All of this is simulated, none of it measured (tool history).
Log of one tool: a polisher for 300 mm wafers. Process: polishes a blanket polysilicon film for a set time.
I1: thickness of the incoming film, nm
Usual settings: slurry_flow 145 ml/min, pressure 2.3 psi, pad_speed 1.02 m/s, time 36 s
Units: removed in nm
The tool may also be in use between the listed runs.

{"run": 1, "day": 0.0, "slurry_flow": 145, "pressure": 2.3, "pad_speed": 1.22, "time": 36, "I1": 2214.0, "removed": 220.6}
{"run": 2, "day": 1.908, "slurry_flow": 145, "pressure": 2.3, "pad_speed": 1.22, "time": 36, "I1": 2182.2, "removed": 222.1}
{"run": 3, "day": 4.888, "slurry_flow": 145, "pressure": 2.3, "pad_speed": 1.02, "time": 46, "I1": 2168.8, "removed": 234.6}
{"run": 4, "day": 9.35, "slurry_flow": 110, "pressure": 2.3, "pad_speed": 1.02, "time": 36, "I1": 2181.1, "removed": 163.8}
{"day": 11.425, "done": "slurry nozzle cleaned"}
{"day": 11.446, "done": "worn pad replaced by a new one"}
{"run": 5, "day": 11.467, "slurry_flow": 145, "pressure": 2.3, "pad_speed": 1.02, "time": 36, "I1": 2232.7, "removed": 205.6}
{"run": 6, "day": 13.729, "slurry_flow": 145, "pressure": 2.3, "pad_speed": 1.02, "time": 36, "I1": 2199.0, "removed": 199.6}
{"run": 7, "day": 17.304, "slurry_flow": 145, "pressure": 2.3, "pad_speed": 1.02, "time": 36, "I1": 2203.6, "removed": 195.9}
{"run": 8, "day": 19.188, "slurry_flow": 145, "pressure": 2.3, "pad_speed": 1.02, "time": 36, "I1": 2184.9, "removed": 197.6}
{"run": 9, "day": 23.192, "slurry_flow": 145, "pressure": 2.3, "pad_speed": 1.02, "time": 36, "I1": 2215.7, "removed": 190.7}
{"day": 24.975, "done": "head pressure recalibrated"}
{"run": 10, "day": 25.025, "slurry_flow": 115, "pressure": 2.3, "pad_speed": 1.02, "time": 36, "I1": 2174.4, "removed": 175.7}
{"run": 11, "day": 28.754, "slurry_flow": 145, "pressure": 2.3, "pad_speed": 1.02, "time": 36, "I1": 2201.4, "removed": 181.1}
{"run": 12, "day": 32.017, "slurry_flow": 145, "pressure": 2.3, "pad_speed": 1.02, "time": 36, "I1": 2215.9, "removed": 178.0}
{"day": 34.262, "done": "worn pad replaced by a new one"}
{"run": 13, "day": 34.279, "slurry_flow": 145, "pressure": 1.9, "pad_speed": 1.02, "time": 32, "I1": 2176.3, "removed": 134.1}
{"run": 14, "day": 38.333, "slurry_flow": 145, "pressure": 1.9, "pad_speed": 1.02, "time": 32, "I1": 2237.4, "removed": 137.2}
{"day": 39.871, "done": "slurry nozzle cleaned"}
{"run": 15, "day": 42.05, "slurry_flow": 145, "pressure": 1.9, "pad_speed": 1.02, "time": 32, "I1": 2224.5, "removed": 151.2}
{"run": 16, "day": 44.638, "slurry_flow": 145, "pressure": 2.3, "pad_speed": 1.02, "time": 36, "I1": 2213.6, "removed": 199.0}
{"run": 17, "day": 46.838, "slurry_flow": 145, "pressure": 2.7, "pad_speed": 1.02, "time": 36, "I1": 2194.9, "removed": 226.7}
{"run": 18, "day": 50.783, "slurry_flow": 145, "pressure": 2.5, "pad_speed": 1.02, "time": 47, "I1": 2151.1, "removed": 270.1}
{"run": 19, "day": 54.025, "slurry_flow": 160, "pressure": 2.3, "pad_speed": 1.02, "time": 36, "I1": 2220.8, "removed": 189.4}
{"run": 20, "day": 55.775, "slurry_flow": 145, "pressure": 2.3, "pad_speed": 1.02, "time": 36, "I1": 2200.5, "removed": 183.3}
{"run": 21, "day": 59.004, "slurry_flow": 100, "pressure": 2.3, "pad_speed": 1.02, "time": 30, "I1": 2216.1, "removed": 132.7}
{"day": 60.425, "done": "worn pad replaced by a new one"}
{"run": 22, "day": 60.983, "slurry_flow": 145, "pressure": 2.3, "pad_speed": 1.02, "time": 36, "I1": 2203.1, "removed": 192.7}
{"run": 23, "day": 64.129, "slurry_flow": 145, "pressure": 1.5, "pad_speed": 1.26, "time": 36, "I1": 2183.1, "removed": 151.1}
{"day": 67.567, "done": "slurry nozzle cleaned"}
{"day": 68.029, "done": "head pressure recalibrated"}
{"run": 24, "day": 68.05, "slurry_flow": 145, "pressure": 2.3, "pad_speed": 1.02, "time": 36, "I1": 2169.4, "removed": 205.2}
{"run": 25, "day": 69.825, "slurry_flow": 145, "pressure": 2.3, "pad_speed": 1.02, "time": 36, "I1": 2215.8, "removed": 198.9}

Run 26 comes next. What will it give?
{"run": 26, "day": 73.192, "slurry_flow": 115, "pressure": 2.3, "pad_speed": 0.88, "time": 36, "I1": 2198.8, "removed": "?"}

{"run 26": {"removed": 163.4}}
Without the tool's hidden state the same run would have given removed 176.9 nm.
